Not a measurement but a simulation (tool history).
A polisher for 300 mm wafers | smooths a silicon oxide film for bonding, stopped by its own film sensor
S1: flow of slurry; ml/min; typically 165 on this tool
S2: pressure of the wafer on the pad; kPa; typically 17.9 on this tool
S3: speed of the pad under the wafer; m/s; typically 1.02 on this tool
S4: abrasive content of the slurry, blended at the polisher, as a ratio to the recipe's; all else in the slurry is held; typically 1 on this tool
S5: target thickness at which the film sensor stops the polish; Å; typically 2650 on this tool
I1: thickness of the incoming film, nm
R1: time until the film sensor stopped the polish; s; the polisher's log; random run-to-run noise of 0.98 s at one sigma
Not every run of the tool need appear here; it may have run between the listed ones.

run,day,S1,S2,S3,S4,S5,I1,R1
1,0,165,17.9,1.02,1,2650,340.9,83.6
2,0.821,165,17.9,1.02,1,2650,334,77.3
3,1.408,165,17.9,1.02,1,2650,332.5,75.2
4,2.183,165,17.9,1.02,1,2650,343.4,86.4
5,3.1,165,17.9,1.02,1,2650,344.9,89.3
6,4.229,195,17.9,1.1,1,2650,342.2,79.2
# day 4.679: slurry blender recalibrated
7,5.192,195,17.9,1.1,1,2650,336.3,72.6
8,6.075,195,17.9,1.1,1,2650,341.6,78.4
# day 6.554: worn pad replaced by a new one
9,10.512,165,17.9,1.02,1,2650,337.9,79.6
10,11.838,165,17.9,1.02,1,2650,339.2,82.4
11,12.617,165,17.9,1.02,1,2650,346,87.2
12,13.229,165,17.9,1.02,1,2650,341.9,85.4
# day 13.808: slurry blender recalibrated
13,14,165,17.9,1.02,1,2650,338.9,83.7
# day 15.05: worn pad replaced by a new one
# day 16.846: head pressure recalibrated
# day 17.562: slurry nozzle cleaned
14,17.975,165,17.9,1.02,1,2650,338.1,80.9
15,18.767,165,17.9,1.02,0.8,2650,340.9,93.5
16,19.612,165,14.5,1.36,1,2500,339.7,101.4
17,21.004,110,15.9,1.02,1,2650,336.7,97.2
18,22.412,165,17.9,1.02,1.2,2650,337.7,73
# day 23.117: slurry blender recalibrated
19,23.625,195,17.9,1.1,1,2650,342.7,81.4
# day 24.804: worn pad replaced by a new one
20,24.892,205,17.9,0.88,1,2740,335.9,73.7
21,29.071,130,17.9,1.02,1,2650,334.8,78.2
22,29.608,165,17.9,1.02,1,2650,344,87.1
23,31.058,165,20,1.02,1,2650,338.3,70.8
24,32.529,165,17.9,1.02,0.75,2650,342.7,99.7
# day 32.633: slurry blender recalibrated
25,33.292,165,24.1,0.9,0.8,2580,346.1,86.3
26,34.071,165,17.9,0.88,0.75,2650,345.4,112.2
# day 34.654: worn pad replaced by a new one
27,35.075,165,17.9,1.22,0.9,2650,339.5,77
28,36.046,165,17.9,1.02,1,2650,335.6,78.3

Below are 4 alternative next runs, each starting from the tool's condition after run 28. Predict each:
A,36.067,165,17.9,1.02,1,2650,337.4,?
B,36.067,165,17.9,1.02,1,2460,337.4,?
C,36.067,205,17.9,1.02,1,2500,337.4,?
D,36.067,165,17.9,1.02,1.1,2650,337.4,?

run,R1
A,82
B,103.5
C,96.2
D,78.5
Stripped of hidden state, with their random variation kept, the same runs would have yielded:
run,R1
A,82
B,103.5
C,96.2
D,78.5
